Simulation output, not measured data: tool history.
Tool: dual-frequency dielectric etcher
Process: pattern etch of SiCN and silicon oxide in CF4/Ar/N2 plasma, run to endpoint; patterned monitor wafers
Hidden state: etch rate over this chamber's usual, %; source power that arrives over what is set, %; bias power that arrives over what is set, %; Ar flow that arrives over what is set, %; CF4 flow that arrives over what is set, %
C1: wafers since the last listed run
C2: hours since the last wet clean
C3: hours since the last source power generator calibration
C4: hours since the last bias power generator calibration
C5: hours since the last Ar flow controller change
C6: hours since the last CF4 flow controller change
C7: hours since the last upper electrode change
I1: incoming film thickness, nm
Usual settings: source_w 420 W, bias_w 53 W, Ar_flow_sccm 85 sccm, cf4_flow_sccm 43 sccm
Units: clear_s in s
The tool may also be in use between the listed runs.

run 1 day=0.000 | source_w=440 bias_w=53 Ar_flow_sccm=85 cf4_flow_sccm=43 | C1=0 C2=183.9 C3=871.6 C4=3685.3 C5=5838.1 C6=2928.3 C7=4160.8 | I1=9.27 | clear_s=13.1
run 2 day=2.817 | source_w=420 bias_w=53 Ar_flow_sccm=85 cf4_flow_sccm=43 | C1=647 C2=251.5 C3=939.2 C4=3752.9 C5=5905.7 C6=2995.9 C7=4228.4 | I1=9.29 | clear_s=13.8
-- day=7.946 Ar flow controller replaced
run 3 day=13.138 | source_w=420 bias_w=53 Ar_flow_sccm=85 cf4_flow_sccm=43 | C1=2313 C2=499.2 C3=1186.9 C4=4000.6 C5=124.6 C6=3243.6 C7=4476.1 | I1=9.34 | clear_s=13.7
-- day=15.854 upper electrode replaced
-- day=15.925 bias power generator calibrated
run 4 day=15.946 | source_w=420 bias_w=53 Ar_flow_sccm=85 cf4_flow_sccm=43 | C1=399 C2=566.6 C3=1254.3 C4=0.5 C5=192.0 C6=3311.0 C7=2.2 | I1=9.33 | clear_s=13.6
run 5 day=17.821 | source_w=420 bias_w=53 Ar_flow_sccm=85 cf4_flow_sccm=43 | C1=430 C2=611.6 C3=1299.3 C4=45.5 C5=237.0 C6=3356.0 C7=47.2 | I1=9.26 | clear_s=13.4
-- day=19.612 wet clean of the chamber
run 6 day=20.967 | source_w=420 bias_w=53 Ar_flow_sccm=100 cf4_flow_sccm=43 | C1=492 C2=32.5 C3=1374.8 C4=121.0 C5=312.5 C6=3431.5 C7=122.7 | I1=9.33 | clear_s=14.6
run 7 day=23.288 | source_w=420 bias_w=53 Ar_flow_sccm=85 cf4_flow_sccm=50 | C1=533 C2=88.2 C3=1430.5 C4=176.7 C5=368.2 C6=3487.2 C7=178.4 | I1=9.23 | clear_s=13.5
run 8 day=35.904 | source_w=470 bias_w=53 Ar_flow_sccm=77 cf4_flow_sccm=53 | C1=2898 C2=391.0 C3=1733.3 C4=479.5 C5=671.0 C6=3790.0 C7=481.2 | I1=9.25 | clear_s=11.4
run 9 day=37.838 | source_w=360 bias_w=53 Ar_flow_sccm=85 cf4_flow_sccm=37 | C1=444 C2=437.4 C3=1779.7 C4=525.9 C5=717.4 C6=3836.4 C7=527.6 | I1=9.31 | clear_s=16.8
run 10 day=40.533 | source_w=420 bias_w=53 Ar_flow_sccm=101 cf4_flow_sccm=43 | C1=619 C2=502.1 C3=1844.4 C4=590.6 C5=782.1 C6=3901.1 C7=592.3 | I1=9.34 | clear_s=14.0
-- day=41.338 CF4 flow controller replaced
run 11 day=42.167 | source_w=490 bias_w=40 Ar_flow_sccm=103 cf4_flow_sccm=50 | C1=317 C2=541.3 C3=1883.6 C4=629.8 C5=821.3 C6=19.9 C7=631.5 | I1=9.26 | clear_s=12.5
run 12 day=44.975 | source_w=420 bias_w=53 Ar_flow_sccm=85 cf4_flow_sccm=43 | C1=645 C2=608.7 C3=1951.0 C4=697.2 C5=888.7 C6=87.3 C7=698.9 | I1=9.38 | clear_s=13.4
-- day=46.875 wet clean of the chamber
run 13 day=47.133 | source_w=420 bias_w=47 Ar_flow_sccm=105 cf4_flow_sccm=35 | C1=266 C2=6.2 C3=2002.8 C4=749.0 C5=940.5 C6=139.1 C7=750.7 | I1=9.43 | clear_s=16.2
-- day=49.479 source power generator calibrated
run 14 day=50.688 | source_w=420 bias_w=53 Ar_flow_sccm=69 cf4_flow_sccm=43 | C1=778 C2=91.5 C3=29.0 C4=834.3 C5=1025.8 C6=224.4 C7=836.0 | I1=9.30 | clear_s=13.2
run 15 day=53.088 | source_w=490 bias_w=53 Ar_flow_sccm=96 cf4_flow_sccm=43 | C1=551 C2=149.1 C3=86.6 C4=891.9 C5=1083.4 C6=282.0 C7=893.6 | I1=9.29 | clear_s=11.8
run 16 day=56.188 | source_w=510 bias_w=53 Ar_flow_sccm=85 cf4_flow_sccm=48 | C1=712 C2=223.5 C3=161.0 C4=966.3 C5=1157.8 C6=356.4 C7=968.0 | I1=9.30 | clear_s=10.7
run 17 day=58.642 | source_w=420 bias_w=53 Ar_flow_sccm=68 cf4_flow_sccm=43 | C1=563 C2=282.4 C3=219.9 C4=1025.2 C5=1216.7 C6=415.3 C7=1026.9 | I1=9.27 | clear_s=13.2
run 18 day=60.708 | source_w=420 bias_w=53 Ar_flow_sccm=85 cf4_flow_sccm=43 | C1=474 C2=332.0 C3=269.5 C4=1074.8 C5=1266.3 C6=464.9 C7=1076.5 | I1=9.23 | clear_s=13.3
run 19 day=63.667 | source_w=420 bias_w=53 Ar_flow_sccm=85 cf4_flow_sccm=33 | C1=679 C2=403.0 C3=340.5 C4=1145.8 C5=1337.3 C6=535.9 C7=1147.5 | I1=9.36 | clear_s=14.3
-- day=67.379 wet clean of the chamber
run 20 day=67.400 | source_w=420 bias_w=53 Ar_flow_sccm=76 cf4_flow_sccm=51 | C1=627 C2=0.5 C3=430.1 C4=1235.4 C5=1426.9 C6=625.5 C7=1237.1 | I1=9.35 | clear_s=13.4
run 21 day=68.579 | source_w=450 bias_w=63 Ar_flow_sccm=98 cf4_flow_sccm=48 | C1=270 C2=28.8 C3=458.4 C4=1263.7 C5=1455.2 C6=653.8 C7=1265.4 | I1=9.31 | clear_s=12.1
run 22 day=71.388 | source_w=420 bias_w=53 Ar_flow_sccm=85 cf4_flow_sccm=43 | C1=645 C2=96.2 C3=525.8 C4=1331.1 C5=1522.6 C6=721.2 C7=1332.8 | I1=9.21 | clear_s=13.8
run 23 day=74.792 | source_w=420 bias_w=53 Ar_flow_sccm=85 cf4_flow_sccm=33 | C1=781 C2=177.9 C3=607.5 C4=1412.8 C5=1604.3 C6=802.9 C7=1414.5 | I1=9.34 | clear_s=14.7
run 24 day=76.392 | source_w=390 bias_w=49 Ar_flow_sccm=85 cf4_flow_sccm=38 | C1=367 C2=216.3 C3=645.9 C4=1451.2 C5=1642.7 C6=841.3 C7=1452.9 | I1=9.28 | clear_s=15.8
run 25 day=79.146 | source_w=330 bias_w=53 Ar_flow_sccm=85 cf4_flow_sccm=43 | C1=632 C2=282.4 C3=712.0 C4=1517.3 C5=1708.8 C6=907.4 C7=1519.0 | I1=9.30 | clear_s=18.2

Forecast each of these 3 alternatives for the next run:
run A day=79.162 | source_w=360 bias_w=53 Ar_flow_sccm=85 cf4_flow_sccm=43 | C1=3 C2=282.8 C3=712.4 C4=1517.7 C5=1709.2 C6=907.8 C7=1519.4 | I1=9.25 | clear_s=?
run B day=79.162 | source_w=510 bias_w=53 Ar_flow_sccm=85 cf4_flow_sccm=43 | C1=3 C2=282.8 C3=712.4 C4=1517.7 C5=1709.2 C6=907.8 C7=1519.4 | I1=9.25 | clear_s=?
run C day=79.162 | source_w=390 bias_w=53 Ar_flow_sccm=85 cf4_flow_sccm=48 | C1=3 C2=282.8 C3=712.4 C4=1517.7 C5=1709.2 C6=907.8 C7=1519.4 | I1=9.25 | clear_s=?

run=A clear_s=16.3
run=B clear_s=11.0
run=C clear_s=14.5
Without the tool's hidden state the same runs would have given:
run=A clear_s=16.3
run=B clear_s=11.0
run=C clear_s=14.6

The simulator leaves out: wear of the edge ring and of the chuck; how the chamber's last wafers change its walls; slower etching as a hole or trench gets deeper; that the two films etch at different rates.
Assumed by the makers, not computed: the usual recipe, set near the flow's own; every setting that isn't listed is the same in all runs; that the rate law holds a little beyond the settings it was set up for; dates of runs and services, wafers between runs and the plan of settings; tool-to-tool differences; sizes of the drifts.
